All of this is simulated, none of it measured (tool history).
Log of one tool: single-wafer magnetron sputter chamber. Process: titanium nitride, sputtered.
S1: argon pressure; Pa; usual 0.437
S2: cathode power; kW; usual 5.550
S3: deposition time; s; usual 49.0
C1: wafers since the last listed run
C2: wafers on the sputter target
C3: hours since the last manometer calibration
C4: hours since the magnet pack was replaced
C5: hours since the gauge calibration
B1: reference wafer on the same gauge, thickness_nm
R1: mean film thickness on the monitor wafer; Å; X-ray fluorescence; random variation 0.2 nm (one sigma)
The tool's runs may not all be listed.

| run | hour | S1 | S2 | S3 | C1 | C2 | C3 | C4 | C5 | B1 | R1 |
|---|---|---|---|---|---|---|---|---|---|---|---|
| 1 | 0.0 | 0.437 | 5.550 | 49.0 | 0 | 4293 | 462.8 | 5327.3 | 1486.4 | 53.786 | 504.15 |
| 2 | 35.9 | 0.437 | 4.950 | 49.0 | 564 | 4857 | 498.7 | 5363.2 | 1522.3 | 53.718 | 451.65 |
| 3 | 89.4 | 0.437 | 5.550 | 49.0 | 841 | 5698 | 552.2 | 5416.7 | 1575.8 | 53.726 | 505.90 |
| 4 | 147.1 | 0.437 | 5.550 | 49.0 | 907 | 6606 | 609.9 | 5474.4 | 1633.5 | 53.746 | 505.75 |
| 5 | 248.3 | 0.437 | 5.550 | 49.0 | 1591 | 8197 | 711.1 | 5575.6 | 1734.7 | 53.649 | 502.15 |
|  | 267.0 | sputter target and shields replaced |
| 6 | 297.4 | 0.437 | 5.550 | 49.0 | 646 | 477 | 760.2 | 5624.7 | 1783.8 | 53.665 | 504.03 |
| 7 | 362.0 | 0.437 | 5.550 | 49.0 | 1015 | 1493 | 824.8 | 5689.3 | 1848.4 | 53.729 | 504.85 |
| 8 | 395.5 | 0.527 | 5.550 | 49.0 | 526 | 2020 | 858.3 | 5722.8 | 1881.9 | 53.585 | 487.45 |
| 9 | 435.1 | 0.437 | 6.600 | 49.0 | 622 | 2642 | 897.9 | 5762.4 | 1921.5 | 53.747 | 597.94 |
| 10 | 468.9 | 0.437 | 6.600 | 49.0 | 531 | 3174 | 931.7 | 5796.2 | 1955.3 | 53.698 | 596.06 |
| 11 | 503.5 | 0.437 | 6.600 | 49.0 | 543 | 3718 | 966.3 | 5830.8 | 1989.9 | 53.771 | 591.95 |
| 12 | 546.0 | 0.437 | 5.550 | 49.0 | 668 | 4386 | 1008.8 | 5873.3 | 2032.4 | 53.694 | 500.19 |
| 13 | 575.9 | 0.437 | 5.550 | 49.0 | 470 | 4856 | 1038.7 | 5903.2 | 2062.3 | 53.710 | 503.49 |
| 14 | 630.8 | 0.437 | 5.550 | 49.0 | 863 | 5719 | 1093.6 | 5958.1 | 2117.2 | 53.697 | 503.45 |
| 15 | 702.2 | 0.437 | 5.550 | 56.7 | 1122 | 6842 | 1165.0 | 6029.5 | 2188.6 | 53.725 | 579.71 |
|  | 743.7 | gauge calibrated |
|  | 756.1 | sputter target and shields replaced |
| 16 | 833.4 | 0.593 | 4.200 | 45.1 | 1936 | 1215 | 1296.2 | 6160.7 | 89.7 | 53.735 | 329.58 |
| 17 | 890.3 | 0.381 | 5.550 | 56.9 | 894 | 2109 | 1353.1 | 6217.6 | 146.6 | 53.634 | 595.35 |
| 18 | 928.9 | 0.571 | 4.950 | 56.4 | 606 | 2716 | 1391.7 | 6256.2 | 185.2 | 53.685 | 490.53 |
| 19 | 996.8 | 0.351 | 5.050 | 49.0 | 1067 | 3784 | 1459.6 | 6324.1 | 253.1 | 53.670 | 468.91 |
| 20 | 1046.1 | 0.437 | 5.550 | 49.0 | 775 | 4559 | 1508.9 | 6373.4 | 302.4 | 53.766 | 501.50 |
|  | 1114.7 | magnet pack replaced |
| 21 | 1115.2 | 0.340 | 5.550 | 49.0 | 960 | 5519 | 1578.0 | 0.5 | 371.5 | 53.793 | 518.38 |
| 22 | 1169.4 | 0.361 | 5.550 | 52.7 | 852 | 6371 | 1632.2 | 54.7 | 425.7 | 53.716 | 555.01 |
| 23 | 1229.8 | 0.274 | 4.350 | 43.7 | 949 | 7321 | 1692.6 | 115.1 | 486.1 | 53.585 | 370.90 |
|  | 1288.6 | sputter target and shields replaced |
| 24 | 1297.3 | 0.437 | 5.550 | 49.0 | 935 | 136 | 1760.1 | 182.6 | 553.6 | 53.749 | 499.48 |
|  | 1314.1 | capacitance manometer re-zeroed and calibrated |
| 25 | 1332.5 | 0.487 | 5.100 | 44.7 | 427 | 564 | 18.4 | 217.8 | 588.8 | 53.679 | 412.72 |
| 26 | 1380.4 | 0.518 | 5.550 | 43.8 | 753 | 1317 | 66.3 | 265.7 | 636.7 | 53.631 | 437.50 |
| 27 | 1437.6 | 0.271 | 5.100 | 52.6 | 899 | 2216 | 123.5 | 322.9 | 693.9 | 53.737 | 526.34 |
| 28 | 1472.2 | 0.437 | 5.550 | 49.0 | 543 | 2760 | 158.1 | 357.5 | 728.5 | 53.630 | 503.03 |
| 29 | 1505.3 | 0.437 | 5.550 | 58.6 | 520 | 3280 | 191.2 | 390.6 | 761.6 | 53.693 | 599.76 |
| 30 | 1543.4 | 0.437 | 5.550 | 49.0 | 599 | 3879 | 229.3 | 428.7 | 799.7 | 53.625 | 502.49 |
| 31 | 1575.5 | 0.437 | 5.550 | 49.0 | 504 | 4384 | 261.4 | 460.8 | 831.8 | 53.644 | 500.69 |
| 32 | 1601.5 | 0.437 | 4.250 | 42.1 | 408 | 4793 | 287.4 | 486.8 | 857.8 | 53.757 | 332.50 |
| 33 | 1637.5 | 0.490 | 4.700 | 39.6 | 565 | 5359 | 323.4 | 522.8 | 893.8 | 53.733 | 338.05 |
| 34 | 1692.4 | 0.288 | 6.350 | 42.8 | 863 | 6222 | 378.3 | 577.7 | 948.7 | 53.692 | 529.93 |

What the log doesn't show, run by run:
deposition rate above that of a new target (%): 0 in every run
true argon pressure above the setpoint (%): 0 in every run
gauge reads high (%): 0 in every run
